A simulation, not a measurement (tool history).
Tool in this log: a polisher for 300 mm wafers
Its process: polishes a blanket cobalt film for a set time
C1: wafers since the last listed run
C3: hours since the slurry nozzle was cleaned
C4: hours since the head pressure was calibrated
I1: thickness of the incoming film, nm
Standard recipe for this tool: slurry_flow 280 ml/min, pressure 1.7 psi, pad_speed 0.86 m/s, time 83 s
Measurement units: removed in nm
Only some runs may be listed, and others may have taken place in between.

run 1 hour=0 | slurry_flow=280 pressure=1.7 pad_speed=0.86 time=63 | C1=0 wafers_polished_on_this_pad=526 C3=176.6 C4=806.8 | I1=1046.2 | removed=192.5
run 2 hour=20.2 | slurry_flow=280 pressure=1.7 pad_speed=0.86 time=83 | C1=130 wafers_polished_on_this_pad=656 C3=196.8 C4=827 | I1=1047.8 | removed=252
run 3 hour=58.8 | slurry_flow=225 pressure=1.4 pad_speed=0.86 time=83 | C1=249 wafers_polished_on_this_pad=906 C3=235.4 C4=865.6 | I1=1020.2 | removed=195.7
-- hour=67.6 worn pad replaced by a new one
run 4 hour=86.1 | slurry_flow=280 pressure=1.9 pad_speed=0.86 time=83 | C1=150 wafers_polished_on_this_pad=119 C3=262.7 C4=892.9 | I1=1029.4 | removed=279.1
-- hour=87.8 slurry nozzle cleaned
run 5 hour=124.8 | slurry_flow=280 pressure=1.9 pad_speed=0.86 time=83 | C1=243 wafers_polished_on_this_pad=363 C3=37 C4=931.6 | I1=1025.4 | removed=291.9
run 6 hour=152.7 | slurry_flow=280 pressure=1.9 pad_speed=0.86 time=83 | C1=180 wafers_polished_on_this_pad=544 C3=64.9 C4=959.5 | I1=1040.6 | removed=286.4
run 7 hour=171.7 | slurry_flow=280 pressure=1.7 pad_speed=0.78 time=83 | C1=122 wafers_polished_on_this_pad=667 C3=83.9 C4=978.5 | I1=1045.1 | removed=238.8
-- hour=188.8 worn pad replaced by a new one
run 8 hour=199.5 | slurry_flow=280 pressure=1.7 pad_speed=0.78 time=83 | C1=153 wafers_polished_on_this_pad=69 C3=111.7 C4=1006.3 | I1=1042.1 | removed=239.7
run 9 hour=234.9 | slurry_flow=280 pressure=1.7 pad_speed=0.86 time=83 | C1=228 wafers_polished_on_this_pad=298 C3=147.1 C4=1041.7 | I1=1031.8 | removed=247.7
-- hour=249.1 head pressure recalibrated
run 10 hour=265.6 | slurry_flow=280 pressure=1.7 pad_speed=0.86 time=83 | C1=185 wafers_polished_on_this_pad=483 C3=177.8 C4=16.5 | I1=1027.4 | removed=249.9
run 11 hour=278.1 | slurry_flow=280 pressure=1.7 pad_speed=0.86 time=83 | C1=80 wafers_polished_on_this_pad=564 C3=190.3 C4=29 | I1=1048.1 | removed=243.3
run 12 hour=292.6 | slurry_flow=280 pressure=1.7 pad_speed=0.86 time=83 | C1=93 wafers_polished_on_this_pad=658 C3=204.8 C4=43.5 | I1=1026.3 | removed=253.4
-- hour=303.6 slurry nozzle cleaned
run 13 hour=310.2 | slurry_flow=280 pressure=1.3 pad_speed=1.06 time=83 | C1=107 wafers_polished_on_this_pad=765 C3=6.6 C4=61.1 | I1=1044.7 | removed=229.7
-- hour=315.6 worn pad replaced by a new one
run 14 hour=333 | slurry_flow=370 pressure=1.9 pad_speed=0.86 time=83 | C1=121 wafers_polished_on_this_pad=112 C3=29.4 C4=83.9 | I1=1049.3 | removed=297.8
run 15 hour=405.2 | slurry_flow=280 pressure=1.5 pad_speed=0.76 time=63 | C1=467 wafers_polished_on_this_pad=579 C3=101.6 C4=156.1 | I1=1059.2 | removed=156.2
-- hour=434.8 worn pad replaced by a new one
run 16 hour=439.8 | slurry_flow=250 pressure=1.9 pad_speed=0.98 time=66 | C1=197 wafers_polished_on_this_pad=32 C3=136.2 C4=190.7 | I1=1038.2 | removed=235.7
run 17 hour=458 | slurry_flow=280 pressure=1.7 pad_speed=0.86 time=83 | C1=117 wafers_polished_on_this_pad=149 C3=154.4 C4=208.9 | I1=1022.9 | removed=247
run 18 hour=485.3 | slurry_flow=280 pressure=1.7 pad_speed=0.86 time=83 | C1=176 wafers_polished_on_this_pad=326 C3=181.7 C4=236.2 | I1=1034.5 | removed=250.9
run 19 hour=505.4 | slurry_flow=180 pressure=2.2 pad_speed=0.86 time=83 | C1=130 wafers_polished_on_this_pad=456 C3=201.8 C4=256.3 | I1=1040.5 | removed=293.2
run 20 hour=519.7 | slurry_flow=280 pressure=1.4 pad_speed=0.86 time=83 | C1=92 wafers_polished_on_this_pad=549 C3=216.1 C4=270.6 | I1=1022.7 | removed=201.5
run 21 hour=535.7 | slurry_flow=280 pressure=1.7 pad_speed=0.78 time=83 | C1=103 wafers_polished_on_this_pad=652 C3=232.1 C4=286.6 | I1=1032.2 | removed=234.9
-- hour=541.7 slurry nozzle cleaned
-- hour=563.9 worn pad replaced by a new one
run 22 hour=574.4 | slurry_flow=365 pressure=1.1 pad_speed=1.1 time=62 | C1=217 wafers_polished_on_this_pad=68 C3=32.7 C4=325.3 | I1=1037.9 | removed=151.7
run 23 hour=596 | slurry_flow=255 pressure=1.7 pad_speed=0.86 time=99 | C1=139 wafers_polished_on_this_pad=207 C3=54.3 C4=346.9 | I1=1017.9 | removed=302.1
run 24 hour=626.8 | slurry_flow=280 pressure=1.9 pad_speed=0.86 time=83 | C1=199 wafers_polished_on_this_pad=407 C3=85.1 C4=377.7 | I1=1041.9 | removed=286.1
run 25 hour=649.1 | slurry_flow=280 pressure=1.7 pad_speed=0.86 time=83 | C1=144 wafers_polished_on_this_pad=551 C3=107.4 C4=400 | I1=1038.7 | removed=251.1

For each entry between runs, how does the tool's hidden state at the last listed run before it compare with that at the first listed run after it?
Runs 3 to 4: worn pad replaced by a new one (hour 67.6)
  slurry flow missing at the pad, %: 42.1 -> 42.7
  the result without the hidden state subtracted from the measured one, removed: -15.8 -> -18.8 nm
Runs 4 to 5: slurry nozzle cleaned (hour 87.8)
  slurry flow missing at the pad, %: 42.7 -> 21.9
  the result without the hidden state subtracted from the measured one, removed: -18.8 -> -7.4 nm
Runs 7 to 8: worn pad replaced by a new one (hour 188.8)
  slurry flow missing at the pad, %: 33.7 -> 38
  the result without the hidden state subtracted from the measured one, removed: -11 -> -13.4 nm
Runs 9 to 10: head pressure recalibrated (hour 249.1)
  slurry flow missing at the pad, %: 41.7 -> 43.8
  the result without the hidden state subtracted from the measured one, removed: -16 -> -17.6 nm
Runs 12 to 13: slurry nozzle cleaned (hour 303.6)
  slurry flow missing at the pad, %: 45 -> 10.9
  the result without the hidden state subtracted from the measured one, removed: -18.7 -> -2.5 nm
Runs 13 to 14: worn pad replaced by a new one (hour 315.6)
  slurry flow missing at the pad, %: 10.9 -> 20.8
  the result without the hidden state subtracted from the measured one, removed: -2.5 -> -5.5 nm
Runs 15 to 16: worn pad replaced by a new one (hour 434.8)
  slurry flow missing at the pad, %: 38.2 -> 42.3
  the result without the hidden state subtracted from the measured one, removed: -8.8 -> -17.4 nm
Runs 21 to 22: slurry nozzle cleaned (hour 541.7); worn pad replaced by a new one (hour 563.9)
  slurry flow missing at the pad, %: 47.5 -> 16.1
  the result without the hidden state subtracted from the measured one, removed: -19.2 -> -2 nm

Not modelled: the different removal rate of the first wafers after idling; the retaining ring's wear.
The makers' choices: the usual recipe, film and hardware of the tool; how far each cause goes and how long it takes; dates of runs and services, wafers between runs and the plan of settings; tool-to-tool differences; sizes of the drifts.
